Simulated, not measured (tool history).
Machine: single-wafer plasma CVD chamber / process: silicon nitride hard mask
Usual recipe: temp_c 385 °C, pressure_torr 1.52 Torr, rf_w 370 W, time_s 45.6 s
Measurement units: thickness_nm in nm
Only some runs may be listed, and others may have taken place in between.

| run | hour | temp_c | pressure_torr | rf_w | time_s | wafers since the last listed run | hours since the last thermocouple change | hours since the last RF generator calibration | hours since the last manometer calibration | hours since the showerhead was replaced | hours since the gauge calibration | read-back reference wafer on the same gauge, thickness_nm | thickness_nm |
|---|---|---|---|---|---|---|---|---|---|---|---|---|---|
| 1 | 0.0 | 385 | 1.52 | 420 | 45.6 | 0 | 1155.3 | 1697.4 | 2095.0 | 6014.0 | 66.7 | 57.507 | 67.918 |
| 2 | 16.8 | 385 | 1.52 | 420 | 45.6 | 212 | 1172.1 | 1714.2 | 2111.8 | 6030.8 | 83.5 | 57.481 | 67.631 |
| 3 | 27.5 | 385 | 1.52 | 420 | 45.6 | 135 | 1182.8 | 1724.9 | 2122.5 | 6041.5 | 94.2 | 57.489 | 67.723 |
| 4 | 40.2 | 385 | 1.52 | 370 | 45.6 | 160 | 1195.5 | 1737.6 | 2135.2 | 6054.2 | 106.9 | 57.453 | 62.693 |
| 5 | 53.3 | 385 | 1.52 | 370 | 45.6 | 165 | 1208.6 | 1750.7 | 2148.3 | 6067.3 | 120.0 | 57.473 | 62.533 |
| 6 | 59.9 | 385 | 1.52 | 370 | 45.6 | 83 | 1215.2 | 1757.3 | 2154.9 | 6073.9 | 126.6 | 57.483 | 62.678 |
| 7 | 76.4 | 385 | 1.52 | 370 | 45.6 | 208 | 1231.7 | 1773.8 | 2171.4 | 6090.4 | 143.1 | 57.523 | 62.718 |
| 8 | 112.8 | 385 | 1.52 | 370 | 45.6 | 459 | 1268.1 | 1810.2 | 2207.8 | 6126.8 | 179.5 | 57.471 | 62.596 |
|  | 128.5 | capacitance manometer re-zeroed and calibrated |
| 9 | 129.0 | 385 | 1.52 | 370 | 42.4 | 103 | 1284.3 | 1826.4 | 0.5 | 6143.0 | 195.7 | 57.472 | 60.043 |
| 10 | 140.5 | 385 | 1.52 | 370 | 42.4 | 145 | 1295.8 | 1837.9 | 12.0 | 6154.5 | 207.2 | 57.513 | 60.022 |
|  | 147.9 | gauge calibrated |
| 11 | 148.7 | 385 | 1.52 | 370 | 45.6 | 103 | 1304.0 | 1846.1 | 20.2 | 6162.7 | 0.8 | 57.502 | 64.633 |
| 12 | 157.8 | 385 | 1.52 | 370 | 45.6 | 114 | 1313.1 | 1855.2 | 29.3 | 6171.8 | 9.9 | 57.463 | 64.483 |
| 13 | 165.0 | 393 | 1.52 | 370 | 45.6 | 90 | 1320.3 | 1862.4 | 36.5 | 6179.0 | 17.1 | 57.491 | 64.229 |
|  | 177.7 | RF generator calibrated |
| 14 | 180.7 | 385 | 1.52 | 370 | 45.6 | 97 | 1336.0 | 3.0 | 52.2 | 6194.7 | 32.8 | 57.496 | 64.599 |
|  | 200.5 | showerhead replaced |
| 15 | 201.0 | 385 | 1.52 | 370 | 45.6 | 155 | 1356.3 | 23.3 | 72.5 | 0.5 | 53.1 | 57.530 | 64.495 |
| 16 | 201.3 | 385 | 1.52 | 370 | 45.6 | 3 | 1356.6 | 23.6 | 72.8 | 0.8 | 53.4 | 57.479 | 64.372 |
| 17 | 215.1 | 374 | 1.52 | 370 | 45.6 | 174 | 1370.4 | 37.4 | 86.6 | 14.6 | 67.2 | 57.509 | 64.794 |
|  | 227.5 | thermocouple changed; heater temperature recalibrated |
| 18 | 231.0 | 385 | 1.34 | 370 | 38.0 | 99 | 3.5 | 53.3 | 102.5 | 30.5 | 83.1 | 57.474 | 50.367 |
| 19 | 246.7 | 372 | 1.65 | 370 | 51.5 | 198 | 19.2 | 69.0 | 118.2 | 46.2 | 98.8 | 57.503 | 76.055 |
| 20 | 260.8 | 373 | 1.52 | 370 | 45.6 | 178 | 33.3 | 83.1 | 132.3 | 60.3 | 112.9 | 57.520 | 64.617 |
| 21 | 269.4 | 385 | 1.52 | 440 | 38.0 | 108 | 41.9 | 91.7 | 140.9 | 68.9 | 121.5 | 57.495 | 59.646 |
| 22 | 280.9 | 397 | 1.52 | 425 | 52.1 | 145 | 53.4 | 103.2 | 152.4 | 80.4 | 133.0 | 57.477 | 79.793 |
| 23 | 288.5 | 385 | 1.37 | 315 | 54.2 | 95 | 61.0 | 110.8 | 160.0 | 88.0 | 140.6 | 57.517 | 65.425 |

State the hidden condition of the tool at each of the runs:
wafer temperature above the value expected at the setpoint (K): 0 at every run
delivered RF power above the setpoint (%): 0 at every run
gauge reads high (%): 0 at every run
H1: true pressure above the setpoint (%)
| run | H1 |
|---|---|
| 1 | -5.03 |
| 2 | -5.12 |
| 3 | -5.18 |
| 4 | -5.26 |
| 5 | -5.33 |
| 6 | -5.37 |
| 7 | -5.47 |
| 8 | -5.68 |
| 9 | 0.379 |
| 10 | 0.379 |
| 11 | 0.379 |
| 12 | 0.378 |
| 13 | 0.378 |
| 14 | 0.376 |
| 15 | 0.372 |
| 16 | 0.372 |
| 17 | 0.369 |
| 18 | 0.365 |
| 19 | 0.361 |
| 20 | 0.356 |
| 21 | 0.353 |
| 22 | 0.348 |
| 23 | 0.345 |
